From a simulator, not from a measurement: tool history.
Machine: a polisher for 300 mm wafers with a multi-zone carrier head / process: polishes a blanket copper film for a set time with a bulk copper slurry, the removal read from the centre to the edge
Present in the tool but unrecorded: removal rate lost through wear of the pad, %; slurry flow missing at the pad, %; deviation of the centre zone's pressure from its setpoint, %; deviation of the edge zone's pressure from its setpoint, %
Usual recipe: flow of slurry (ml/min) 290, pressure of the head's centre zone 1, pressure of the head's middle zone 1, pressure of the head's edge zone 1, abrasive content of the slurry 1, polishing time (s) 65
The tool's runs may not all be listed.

| run | day | flow of slurry (ml/min) | pressure of the head's centre zone | pressure of the head's middle zone | pressure of the head's edge zone | abrasive content of the slurry | polishing time (s) | wafers since the last listed run | wafers polished on this pad | hours since the slurry nozzle was cleaned | hours since the centre zone pressure was calibrated | hours since the edge zone pressure was calibrated | hours since the carrier head's membrane was replaced | incoming thickness of the incoming film, nm | film removed at the wafer's centre (nm) | film removed at mid-radius (nm) | film removed at the wafer's edge (nm) |
|---|---|---|---|---|---|---|---|---|---|---|---|---|---|---|---|---|---|
| 1 | 0 | 290 | 1 | 1 | 0.93 | 1 | 65 | 0 | 90 | 553.7 | 2.7 | 1102.6 | 564.4 | 2575.6 | 548.7 | 550.2 | 550.8 |
| 2 | 0.475 | 290 | 1 | 1 | 0.93 | 1 | 65 | 88 | 179 | 565.1 | 14.1 | 1114 | 575.8 | 2637.6 | 555.2 | 553 | 538.8 |
| 3 | 1.012 | 290 | 1 | 1 | 1 | 1 | 65 | 99 | 279 | 578 | 27 | 1126.9 | 588.7 | 2598.4 | 544.7 | 546.2 | 547.7 |
| 4 | 1.662 | 290 | 1 | 1 | 1 | 1 | 65 | 120 | 399 | 593.6 | 42.6 | 1142.5 | 604.3 | 2573 | 551.3 | 546.2 | 536.7 |
| 5 | 1.933 | 290 | 1.07 | 1 | 1 | 1 | 44 | 50 | 450 | 600.1 | 49.1 | 1149 | 610.8 | 2622.6 | 386.1 | 362.6 | 367 |
| 6 | 2.642 | 290 | 1 | 1 | 1 | 1 | 65 | 131 | 581 | 617.1 | 66.1 | 1166 | 627.8 | 2572.5 | 537.5 | 537.1 | 530.5 |
| 7 | 3.304 | 375 | 1.09 | 1.06 | 1.05 | 1 | 65 | 123 | 704 | 633 | 82 | 1181.9 | 643.7 | 2619.3 | 592.1 | 577.9 | 554.6 |
|  | 3.692 | worn pad replaced by a new one |
|  | 3.829 | carrier head's membrane replaced by a new one |
| 8 | 3.933 | 385 | 1 | 1.12 | 1 | 1 | 50 | 60 | 19 | 648.1 | 97.1 | 1197 | 2.5 | 2616.9 | 447.2 | 494.1 | 441.5 |
| 9 | 4.6 | 290 | 1 | 1 | 1 | 1.2 | 59 | 123 | 143 | 664.1 | 113.1 | 1213 | 18.5 | 2597.3 | 519.1 | 522.4 | 531.5 |
| 10 | 4.992 | 290 | 1 | 1 | 1 | 1 | 65 | 72 | 216 | 673.5 | 122.5 | 1222.4 | 27.9 | 2553.9 | 533.8 | 546.9 | 546.3 |
|  | 5.125 | slurry nozzle cleaned |
| 11 | 5.267 | 240 | 1.11 | 1 | 1.09 | 1 | 65 | 43 | 259 | 3.4 | 129.1 | 1229 | 34.5 | 2626.8 | 565.9 | 534.2 | 544.4 |
| 12 | 5.883 | 290 | 1.08 | 1 | 0.93 | 1 | 49 | 114 | 374 | 18.2 | 143.9 | 1243.8 | 49.3 | 2630.3 | 437.3 | 402.7 | 389.3 |
|  | 6.029 | edge zone pressure recalibrated |
| 13 | 6.388 | 290 | 1.07 | 1 | 1 | 1 | 44 | 78 | 452 | 30.3 | 156 | 8.6 | 61.4 | 2554.9 | 379.2 | 359 | 366.7 |
| 14 | 6.783 | 290 | 0.97 | 1 | 1 | 1 | 65 | 73 | 526 | 39.8 | 165.5 | 18.1 | 70.9 | 2634.4 | 523.8 | 538.6 | 535.7 |
| 15 | 7.083 | 290 | 1 | 1 | 1 | 1 | 65 | 55 | 581 | 47 | 172.7 | 25.3 | 78.1 | 2609.2 | 530.8 | 527.9 | 541.6 |
|  | 7.925 | worn pad replaced by a new one |
| 16 | 7.946 | 290 | 1 | 1.08 | 1 | 1 | 72 | 129 | 3 | 67.7 | 193.4 | 46 | 98.8 | 2587.5 | 632.5 | 677.5 | 633 |
| 17 | 8.375 | 290 | 1 | 1 | 0.96 | 1.25 | 65 | 79 | 83 | 78 | 203.7 | 56.3 | 109.1 | 2616.7 | 595.4 | 592.5 | 580.3 |
| 18 | 8.879 | 290 | 1 | 1 | 1 | 1 | 65 | 93 | 177 | 90.1 | 215.8 | 68.4 | 121.2 | 2621.3 | 550.9 | 559.1 | 557 |
| 19 | 9.312 | 290 | 1 | 1 | 1 | 1 | 65 | 80 | 257 | 100.5 | 226.2 | 78.8 | 131.6 | 2640.9 | 536.8 | 554.3 | 553.4 |
| 20 | 10.012 | 335 | 1 | 0.91 | 1 | 1.1 | 65 | 130 | 387 | 117.3 | 243 | 95.6 | 148.4 | 2603 | 554.5 | 519.1 | 564.2 |
| 21 | 10.562 | 290 | 1 | 1.12 | 1 | 1 | 65 | 102 | 490 | 130.5 | 256.2 | 108.8 | 161.6 | 2601.7 | 540.5 | 582.6 | 530.3 |

Measured less the same run without the tool's hidden state. The same run-to-run variation is in both; the gauge's scatter may not be:
| run | film removed at the wafer's centre (nm) | film removed at mid-radius (nm) | film removed at the wafer's edge (nm) |
|---|---|---|---|
| 1 | -15 | -15 | -14.9 |
| 2 | -22.6 | -22.6 | -22 |
| 3 | -28.4 | -28.5 | -28.6 |
| 4 | -34.1 | -33.8 | -33.3 |
| 5 | -25.1 | -23.5 | -23.8 |
| 6 | -38 | -38 | -37.5 |
| 7 | -44 | -42.9 | -41.2 |
| 8 | -8.1 | -9 | -8 |
| 9 | -20.9 | -21 | -21.4 |
| 10 | -26.5 | -27.1 | -27.1 |
| 11 | -31.2 | -29.5 | -30 |
| 12 | -28.1 | -25.9 | -25.1 |
| 13 | -26.5 | -25.1 | -25.6 |
| 14 | -38.3 | -39.4 | -39.2 |
| 15 | -39.8 | -39.7 | -40.6 |
| 16 | -3.2 | -3.4 | -3.2 |
| 17 | -13.2 | -13.1 | -12.8 |
| 18 | -20.6 | -21 | -20.8 |
| 19 | -25.5 | -26.3 | -26.2 |
| 20 | -32.8 | -30.7 | -33.3 |
| 21 | -35.3 | -38 | -34.6 |
